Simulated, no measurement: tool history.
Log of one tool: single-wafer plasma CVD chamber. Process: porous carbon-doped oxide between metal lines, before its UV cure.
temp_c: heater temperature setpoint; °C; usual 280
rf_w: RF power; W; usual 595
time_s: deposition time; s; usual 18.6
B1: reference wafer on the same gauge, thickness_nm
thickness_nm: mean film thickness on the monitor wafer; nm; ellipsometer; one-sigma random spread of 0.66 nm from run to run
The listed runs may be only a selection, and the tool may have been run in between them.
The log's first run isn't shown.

{"run": 2, "hour": 66.0, "temp_c": 280, "rf_w": 595, "time_s": 18.6, "B1": 149.814, "thickness_nm": 134.715}
{"run": 3, "hour": 116.5, "temp_c": 280, "rf_w": 595, "time_s": 18.6, "B1": 149.936, "thickness_nm": 133.764}
{"run": 4, "hour": 154.0, "temp_c": 280, "rf_w": 595, "time_s": 18.6, "B1": 149.845, "thickness_nm": 134.038}
{"run": 5, "hour": 178.9, "temp_c": 280, "rf_w": 595, "time_s": 18.6, "B1": 150.467, "thickness_nm": 133.259}
{"run": 6, "hour": 203.9, "temp_c": 280, "rf_w": 595, "time_s": 18.6, "B1": 149.93, "thickness_nm": 133.789}
{"run": 7, "hour": 248.6, "temp_c": 273, "rf_w": 595, "time_s": 18.6, "B1": 150.177, "thickness_nm": 141.063}
{"run": 8, "hour": 312.6, "temp_c": 280, "rf_w": 595, "time_s": 18.6, "B1": 150.174, "thickness_nm": 133.084}
{"run": 9, "hour": 363.6, "temp_c": 280, "rf_w": 595, "time_s": 18.6, "B1": 150.389, "thickness_nm": 132.776}
{"run": 10, "hour": 387.6, "temp_c": 280, "rf_w": 595, "time_s": 18.6, "B1": 150.046, "thickness_nm": 133.056}
{"hour": 424.4, "done": "thermocouple changed; heater temperature recalibrated"}
{"run": 11, "hour": 424.9, "temp_c": 280, "rf_w": 595, "time_s": 18.6, "B1": 149.73, "thickness_nm": 132.521}
{"run": 12, "hour": 448.7, "temp_c": 280, "rf_w": 595, "time_s": 18.6, "B1": 150.186, "thickness_nm": 132.54}
{"run": 13, "hour": 505.2, "temp_c": 280, "rf_w": 595, "time_s": 20.8, "B1": 150.12, "thickness_nm": 148.009}
{"run": 14, "hour": 564.7, "temp_c": 280, "rf_w": 650, "time_s": 16.9, "B1": 150.268, "thickness_nm": 130.836}
{"run": 15, "hour": 635.1, "temp_c": 286, "rf_w": 640, "time_s": 17.0, "B1": 149.925, "thickness_nm": 124.359}
{"run": 16, "hour": 665.1, "temp_c": 280, "rf_w": 665, "time_s": 17.0, "B1": 150.274, "thickness_nm": 133.992}
{"run": 17, "hour": 827.0, "temp_c": 271, "rf_w": 550, "time_s": 18.6, "B1": 149.918, "thickness_nm": 130.165}
{"hour": 958.4, "done": "gauge calibrated"}
{"run": 18, "hour": 963.0, "temp_c": 280, "rf_w": 655, "time_s": 18.6, "B1": 149.963, "thickness_nm": 143.845}

Forecast run 19:
{"hour": 1001.0, "done": "showerhead replaced"}
{"run": 19, "hour": 1030.3, "temp_c": 280, "rf_w": 595, "time_s": 18.6, "B1": "?", "thickness_nm": "?"}

{"run 19": {"B1": 150.176, "thickness_nm": 130.444}}
With no hidden state in the tool, this same run would have given thickness_nm 135.931 nm.

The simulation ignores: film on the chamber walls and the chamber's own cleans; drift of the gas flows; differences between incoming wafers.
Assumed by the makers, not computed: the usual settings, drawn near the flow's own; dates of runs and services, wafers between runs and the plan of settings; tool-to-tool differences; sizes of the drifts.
